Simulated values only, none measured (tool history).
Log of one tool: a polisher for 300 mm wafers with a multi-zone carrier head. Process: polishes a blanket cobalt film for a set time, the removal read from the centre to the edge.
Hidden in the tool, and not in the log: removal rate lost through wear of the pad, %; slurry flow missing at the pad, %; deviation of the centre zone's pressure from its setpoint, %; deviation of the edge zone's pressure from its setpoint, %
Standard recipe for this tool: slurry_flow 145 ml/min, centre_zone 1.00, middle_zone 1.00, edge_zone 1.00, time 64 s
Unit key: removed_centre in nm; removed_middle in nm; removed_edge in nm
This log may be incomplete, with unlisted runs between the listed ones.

run    hour  slurry_flow  centre_zone  middle_zone  edge_zone  time  wafers since the last listed run  wafers polished on this pad  hours since the slurry nozzle was cleaned  hours since the centre zone pressure was calibrated  hours since the edge zone pressure was calibrated  hours since the carrier head's membrane was replaced  incoming thickness of the incoming film, nm  removed_centre  removed_middle  removed_edge
  1     0.0          145         1.00         1.00       1.00    64                                 0                         1330                                       74.3                                                836.3                                              394.4                                                 335.5                                        841.8           190.1           179.0         179.5
  2    27.8          145         1.00         1.00       1.00    64                               316                         1647                                      102.1                                                864.1                                              422.2                                                 363.3                                        838.8           183.6           178.3         180.5
  3    65.1          160         1.00         1.00       1.00    64                               424                         2071                                      139.4                                                901.4                                              459.5                                                 400.6                                        822.2           189.8           183.5         181.4
  4   107.1          145         1.00         1.00       1.00    64                               477                         2549                                      181.4                                                943.4                                              501.5                                                 442.6                                        843.3           183.8           177.4         178.5
      120.8  -- worn pad replaced by a new one
  5   146.6          145         1.00         1.00       1.00    64                               403                          293                                      220.9                                                982.9                                              541.0                                                 482.1                                        828.0           180.3           179.3         177.8
  6   211.5          145         1.00         1.00       1.00    64                               738                         1032                                      285.8                                               1047.8                                              605.9                                                 547.0                                        824.3           183.0           176.7         177.4
      256.1  -- edge zone pressure recalibrated
  7   262.4          145         1.00         1.00       1.00    64                               556                         1588                                      336.7                                               1098.7                                                6.3                                                 597.9                                        826.5           178.1           177.1         176.0
  8   321.0          185         1.00         1.00       1.00    64                               666                         2255                                      395.3                                               1157.3                                               64.9                                                 656.5                                        832.1           186.1           182.1         181.8
      326.3  -- carrier head's membrane replaced by a new one
      365.2  -- worn pad replaced by a new one
  9   365.7          185         1.00         1.00       1.00    64                               406                            5                                      440.0                                               1202.0                                              109.6                                                  39.4                                        844.8           179.0           177.9         178.2
 10   432.0          185         1.00         1.00       1.00    64                               754                          760                                      506.3                                               1268.3                                              175.9                                                 105.7                                        828.9           178.9           175.2         181.5
      475.7  -- slurry nozzle cleaned
 11   478.6          145         1.00         1.11       0.97    64                               518                         1279                                        2.9                                               1314.9                                              222.5                                                 152.3                                        818.9           186.4           197.9         184.2
 12   524.7          145         1.00         1.00       1.00    64                               524                         1803                                       49.0                                               1361.0                                              268.6                                                 198.4                                        835.1           187.4           178.9         187.2
 13   578.2          145         0.88         1.00       0.95    64                               608                         2412                                      102.5                                               1414.5                                              322.1                                                 251.9                                        835.8           164.9           180.8         174.8
      626.1  -- worn pad replaced by a new one
 14   672.9          180         1.07         1.00       0.96    76                              1032                          532                                      197.2                                               1509.2                                              416.8                                                 346.6                                        829.8           246.1           223.5         215.6
      699.5  -- centre zone pressure recalibrated
 15   732.5          145         1.00         1.00       1.00    64                               655                         1188                                      256.8                                                 33.0                                              476.4                                                 406.2                                        832.0           182.4           178.0         180.3
 16   757.1          110         1.00         0.89       1.00    64                               279                         1468                                      281.4                                                 57.6                                              501.0                                                 430.8                                        827.6           168.7           151.9         175.3
 17   822.1          115         1.11         1.00       1.00    64                               739                         2208                                      346.4                                                122.6                                              566.0                                                 495.8                                        834.4           188.6           166.8         173.9
 18   850.2          130         1.00         1.00       1.00    51                               319                         2527                                      374.5                                                150.7                                              594.1                                                 523.9                                        839.1           139.5           135.9         141.5
      875.4  -- worn pad replaced by a new one
 19   901.0          145         1.06         1.11       1.00    64                               532                          291                                      425.3                                                201.5                                              644.9                                                 574.7                                        834.8           186.8           185.8         173.1
 20   972.3          165         0.92         1.11       1.08    64                               811                         1102                                      496.6                                                272.8                                              716.2                                                 646.0                                        830.0           167.0           190.0         183.0
      992.0  -- edge zone pressure recalibrated
     1004.5  -- carrier head's membrane replaced by a new one
 21  1005.6          145         1.00         1.00       1.00    64                               299                         1401                                      529.9                                                306.1                                               13.6                                                   1.1                                        826.6           167.6           166.3         173.0
 22  1074.5          145         1.00         1.00       1.00    79                               784                         2185                                      598.8                                                375.0                                               82.5                                                  70.0                                        843.2           196.0           193.7         205.3
     1116.5  -- slurry nozzle cleaned
 23  1117.0          190         0.95         1.12       1.11    64                               472                         2658                                        0.5                                                417.5                                              125.0                                                 112.5                                        837.8           188.1           207.5         196.7

Subtracting, for every run, the result it would have given without the tool's unlogged condition from the measured result gives the following. The same run-to-run variation enters both numbers; the gauge's scatter may not:
run  removed_centre  removed_middle  removed_edge
  1            -1.6            -1.4          -0.9
  2            -1.8            -1.6          -1.2
  3            -2.2            -1.8          -1.3
  4            -3.0            -2.5          -1.8
  5            -3.8            -3.3          -2.3
  6            -5.7            -4.7          -3.4
  7            -7.4            -6.5          -4.5
  8            -8.6            -7.4          -5.3
  9           -10.5            -9.3          -6.6
 10           -15.0           -12.9          -9.4
 11            -0.4            -0.4          -0.3
 12            -0.6            -0.5          -0.3
 13            -0.9            -0.8          -0.6
 14            -2.6            -2.0          -1.5
 15            -3.7            -3.1          -2.3
 16            -5.2            -4.0          -3.2
 17            -8.6            -6.6          -4.7
 18            -6.8            -5.8          -4.1
 19           -11.2            -9.7          -6.3
 20           -13.3           -13.3          -9.0
 21           -18.1           -15.6         -11.1
 22           -31.3           -26.6         -18.9
 23            -0.6            -0.7          -0.5
